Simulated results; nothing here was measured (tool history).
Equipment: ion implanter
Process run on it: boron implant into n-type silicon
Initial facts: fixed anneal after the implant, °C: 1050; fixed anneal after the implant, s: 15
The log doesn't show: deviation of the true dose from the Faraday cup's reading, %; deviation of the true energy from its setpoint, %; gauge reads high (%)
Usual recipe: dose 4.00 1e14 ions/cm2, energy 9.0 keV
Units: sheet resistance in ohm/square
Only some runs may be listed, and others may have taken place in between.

run   hour  dose  energy  wafers since the last listed run  hours since the last dose calibration  hours since the extraction supply was calibrated  hours since the gauge calibration  read-back reference wafer on the same gauge, sheet resistance  sheet resistance
  1    0.0  4.00    10.0                                 0                                 1038.9                                            5282.6                              334.7                                                         306.13            255.40
      23.0  -- gauge calibrated
  2   27.2  4.00    10.0                               702                                 1066.1                                            5309.8                                4.2                                                         306.10            254.81
  3   47.3  4.00     9.0                               519                                 1086.2                                            5329.9                               24.3                                                         305.92            256.76
  4   60.6  4.00     9.0                               343                                 1099.5                                            5343.2                               37.6                                                         306.12            257.65
  5   80.6  3.62     6.5                               516                                 1119.5                                            5363.2                               57.6                                                         305.87            290.55
  6  110.1  3.13     9.0                               762                                 1149.0                                            5392.7                               87.1                                                         305.89            314.39
  7  138.5  3.13     9.0                               733                                 1177.4                                            5421.1                              115.5                                                         305.94            315.02
  8  172.6  4.99    12.0                               881                                 1211.5                                            5455.2                              149.6                                                         305.72            207.24
  9  205.4  4.34    11.5                               847                                 1244.3                                            5488.0                              182.4                                                         306.06            233.11
     218.0  -- Faraday cup replaced and dose calibrated
 10  301.4  4.00     7.0                              2274                                   83.4                                            5584.0                              278.4                                                         305.95            269.21
 11  323.4  5.15     9.0                               568                                  105.4                                            5606.0                              300.4                                                         305.87            211.07
     338.4  -- extraction supply calibrated
     345.4  -- gauge calibrated
 12  345.5  4.00     9.0                               364                                  127.5                                               7.1                                0.1                                                         306.33            259.98
 13  372.2  4.95    10.5                               690                                  154.2                                              33.8                               26.8                                                         306.08            213.91
 14  384.6  3.55    10.0                               320                                  166.6                                              46.2                               39.2                                                         305.78            284.82
 15  480.4  3.00    10.0                              2475                                  262.4                                             142.0                              135.0                                                         305.98            327.31

Each row is a separate what-if for the run after 15, all from the same tool condition, not one after another. Results?
  A  480.8  4.00     6.0                                10                                  262.8                                             142.4                              135.4                                                              ?                 ?
  B  480.8  4.74     7.5                                10                                  262.8                                             142.4                              135.4                                                              ?                 ?
  C  480.8  4.51    10.0                                10                                  262.8                                             142.4                              135.4                                                              ?                 ?

run  read-back reference wafer on the same gauge, sheet resistance  sheet resistance
  A                                                         305.84            272.25
  B                                                         305.84            230.09
  C                                                         305.84            233.38
Without the tool's unlogged condition, the same runs would have read:
run  sheet resistance
  A            275.14
  B            232.52
  C            235.80
